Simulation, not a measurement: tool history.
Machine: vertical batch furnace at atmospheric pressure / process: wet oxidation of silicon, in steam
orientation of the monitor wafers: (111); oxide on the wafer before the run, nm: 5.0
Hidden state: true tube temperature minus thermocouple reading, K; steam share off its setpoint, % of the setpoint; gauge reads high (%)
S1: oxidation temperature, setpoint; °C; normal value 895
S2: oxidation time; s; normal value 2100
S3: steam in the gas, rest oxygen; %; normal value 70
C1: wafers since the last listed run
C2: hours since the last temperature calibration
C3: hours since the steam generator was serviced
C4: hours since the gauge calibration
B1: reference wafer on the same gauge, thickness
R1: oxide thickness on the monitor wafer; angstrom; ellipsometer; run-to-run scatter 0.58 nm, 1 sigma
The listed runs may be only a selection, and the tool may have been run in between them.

run	hour	S1	S2	S3	C1	C2	C3	C4	B1	R1
1	0.0	895	2100	70	0	2063.9	1818.5	873.3	116.34	928.3
# hour 69.8: steam generator serviced
2	70.3	909	2640	70	698	2134.2	0.5	943.6	116.26	1422.4
3	121.7	909	2640	70	775	2185.6	51.9	995.0	116.03	1443.7
4	376.9	895	2100	70	3849	2440.8	307.1	1250.2	116.32	985.5
5	670.7	895	2100	70	4431	2734.6	600.9	1544.0	116.45	971.0
6	719.1	895	2100	70	730	2783.0	649.3	1592.4	116.28	976.0
7	785.5	878	2910	70	1001	2849.4	715.7	1658.8	116.17	1016.5
8	871.6	878	2910	70	1298	2935.5	801.8	1744.9	116.13	1012.9
9	973.2	895	2100	70	1532	3037.1	903.4	1846.5	116.19	968.2
10	1058.1	895	2100	70	1280	3122.0	988.3	1931.4	116.64	966.6
11	1114.5	895	2100	70	850	3178.4	1044.7	1987.8	116.61	963.4
12	1165.1	895	2100	70	763	3229.0	1095.3	2038.4	116.27	956.4
13	1241.0	895	2100	70	1144	3304.9	1171.2	2114.3	116.32	963.0
14	1345.5	895	1740	70	1576	3409.4	1275.7	2218.8	116.63	809.2
15	1464.9	895	1740	70	1800	3528.8	1395.1	2338.2	116.46	807.8
16	1515.7	895	1740	70	766	3579.6	1445.9	2389.0	116.51	799.9
17	1606.2	914	2100	70	1365	3670.1	1536.4	2479.5	116.53	1190.0
# hour 1637.9: thermocouples replaced and temperature profile calibrated
18	1662.6	914	2100	70	488	24.7	1592.8	2535.9	116.72	1183.1
# hour 1783.4: steam generator serviced
19	1814.2	906	2400	74	1924	176.3	30.8	2687.5	116.44	1315.2
20	1907.0	907	2640	82	1399	269.1	123.6	2780.3	116.21	1580.3
21	1962.6	874	2100	75	838	324.7	179.2	2835.9	116.56	778.4
22	2044.4	895	2370	59	1233	406.5	261.0	2917.7	116.19	934.8
23	2152.2	895	3120	74	1625	514.3	368.8	3025.5	115.98	1435.5
24	2217.6	872	2490	78	986	579.7	434.2	3090.9	116.18	902.6
25	2263.3	895	2100	70	689	625.4	479.9	3136.6	116.53	975.7
26	2332.8	895	2100	74	1048	694.9	549.4	3206.1	116.09	1020.9
# hour 2361.1: gauge calibrated
27	2431.3	895	2100	70	1485	793.4	647.9	70.2	116.47	969.7
28	2501.5	916	1290	59	1058	863.6	718.1	140.4	116.40	721.6
29	2599.6	895	2100	70	1479	961.7	816.2	238.5	116.45	965.9
30	2706.2	876	2640	70	1607	1068.3	922.8	345.1	116.33	899.2
31	2795.0	909	2640	70	1339	1157.1	1011.6	433.9	116.27	1391.7
32	2872.3	904	1140	81	1165	1234.4	1088.9	511.2	116.72	728.3
33	2953.0	905	2100	70	1217	1315.1	1169.6	591.9	116.70	1100.4
34	3043.5	895	1170	64	1365	1405.6	1260.1	682.4	116.41	533.5
35	3130.5	895	2100	65	1312	1492.6	1347.1	769.4	115.98	892.8
36	3232.4	917	2100	62	1536	1594.5	1449.0	871.3	116.47	1119.2
37	3324.3	902	2850	67	1386	1686.4	1540.9	963.2	116.27	1297.4
38	3383.0	895	2100	70	885	1745.1	1599.6	1021.9	116.23	945.0
39	3429.2	895	2100	70	696	1791.3	1645.8	1068.1	116.10	936.0

Per-run results on a tool with no hidden state, each run keeping its own random variation:
run	R1
1	989.1
2	1422.9
3	1444.3
4	987.5
5	977.7
6	983.7
7	1026.4
8	1025.2
9	982.9
10	984.1
11	982.9
12	977.7
13	987.6
14	833.9
15	837.4
16	831.4
17	1241.1
18	1237.8
19	1319.5
20	1585.9
21	781.6
22	939.1
23	1443.7
24	908.9
25	983.0
26	1029.9
27	980.4
28	730.7
29	980.9
30	916.6
31	1421.3
32	746.7
33	1131.3
34	551.1
35	926.1
36	1165.4
37	1358.0
38	993.9
39	987.3
